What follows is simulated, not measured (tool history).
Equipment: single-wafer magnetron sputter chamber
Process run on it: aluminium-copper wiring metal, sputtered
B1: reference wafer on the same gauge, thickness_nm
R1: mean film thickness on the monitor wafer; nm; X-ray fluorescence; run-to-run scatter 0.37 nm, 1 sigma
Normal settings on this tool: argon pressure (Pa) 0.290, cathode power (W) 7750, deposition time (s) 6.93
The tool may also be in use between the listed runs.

run 1 day=0.000 | argon_pressure_(Pa)=0.290 cathode_power_(W)=6300 deposition_time_(s)=6.93 | B1=97.488 | R1=79.005
run 2 day=2.208 | argon_pressure_(Pa)=0.290 cathode_power_(W)=6300 deposition_time_(s)=6.93 | B1=97.569 | R1=78.309
run 3 day=4.138 | argon_pressure_(Pa)=0.290 cathode_power_(W)=7750 deposition_time_(s)=7.70 | B1=97.443 | R1=104.615
run 4 day=5.738 | argon_pressure_(Pa)=0.290 cathode_power_(W)=7750 deposition_time_(s)=7.70 | B1=97.518 | R1=104.184
-- day=6.279 sputter target and shields replaced
run 5 day=6.842 | argon_pressure_(Pa)=0.360 cathode_power_(W)=6600 deposition_time_(s)=6.93 | B1=97.432 | R1=76.859
run 6 day=8.271 | argon_pressure_(Pa)=0.360 cathode_power_(W)=6600 deposition_time_(s)=6.93 | B1=97.369 | R1=75.879
-- day=12.233 sputter target and shields replaced, repeated, since the last time left the tool worse
-- day=14.525 capacitance manometer re-zeroed and calibrated
run 7 day=16.721 | argon_pressure_(Pa)=0.360 cathode_power_(W)=6600 deposition_time_(s)=6.93 | B1=97.549 | R1=80.201
run 8 day=19.271 | argon_pressure_(Pa)=0.290 cathode_power_(W)=6750 deposition_time_(s)=6.93 | B1=97.461 | R1=83.344
run 9 day=21.921 | argon_pressure_(Pa)=0.290 cathode_power_(W)=7750 deposition_time_(s)=6.93 | B1=97.418 | R1=93.910
-- day=23.592 gauge calibrated
-- day=24.138 sputter target and shields replaced
run 10 day=24.304 | argon_pressure_(Pa)=0.235 cathode_power_(W)=7750 deposition_time_(s)=6.93 | B1=97.521 | R1=99.904
run 11 day=26.850 | argon_pressure_(Pa)=0.187 cathode_power_(W)=6400 deposition_time_(s)=6.93 | B1=97.516 | R1=85.076
-- day=29.879 magnet pack replaced
-- day=35.658 sputter target and shields replaced
run 12 day=35.679 | argon_pressure_(Pa)=0.290 cathode_power_(W)=6800 deposition_time_(s)=6.01 | B1=97.554 | R1=74.644
run 13 day=37.829 | argon_pressure_(Pa)=0.290 cathode_power_(W)=6850 deposition_time_(s)=7.46 | B1=97.508 | R1=92.296
run 14 day=39.371 | argon_pressure_(Pa)=0.324 cathode_power_(W)=8650 deposition_time_(s)=5.58 | B1=97.535 | R1=84.337

5 options for the next run, each taken on its own from the tool as it stands now. Forecast them:
run A day=39.388 | argon_pressure_(Pa)=0.290 cathode_power_(W)=7750 deposition_time_(s)=6.93 | B1=? | R1=?
run B day=39.388 | argon_pressure_(Pa)=0.290 cathode_power_(W)=7250 deposition_time_(s)=5.65 | B1=? | R1=?
run C day=39.388 | argon_pressure_(Pa)=0.402 cathode_power_(W)=7750 deposition_time_(s)=8.11 | B1=? | R1=?
run D day=39.388 | argon_pressure_(Pa)=0.322 cathode_power_(W)=6550 deposition_time_(s)=7.92 | B1=? | R1=?
run E day=39.388 | argon_pressure_(Pa)=0.333 cathode_power_(W)=7100 deposition_time_(s)=8.31 | B1=? | R1=?

run=A B1=97.537 R1=95.574
run=B B1=97.537 R1=73.250
run=C B1=97.537 R1=106.313
run=D B1=97.537 R1=92.156
run=E B1=97.537 R1=103.623
With no hidden state in the tool, these same runs would have given:
run=A R1=96.687
run=B R1=74.102
run=C R1=107.550
run=D R1=93.228
run=E R1=104.829
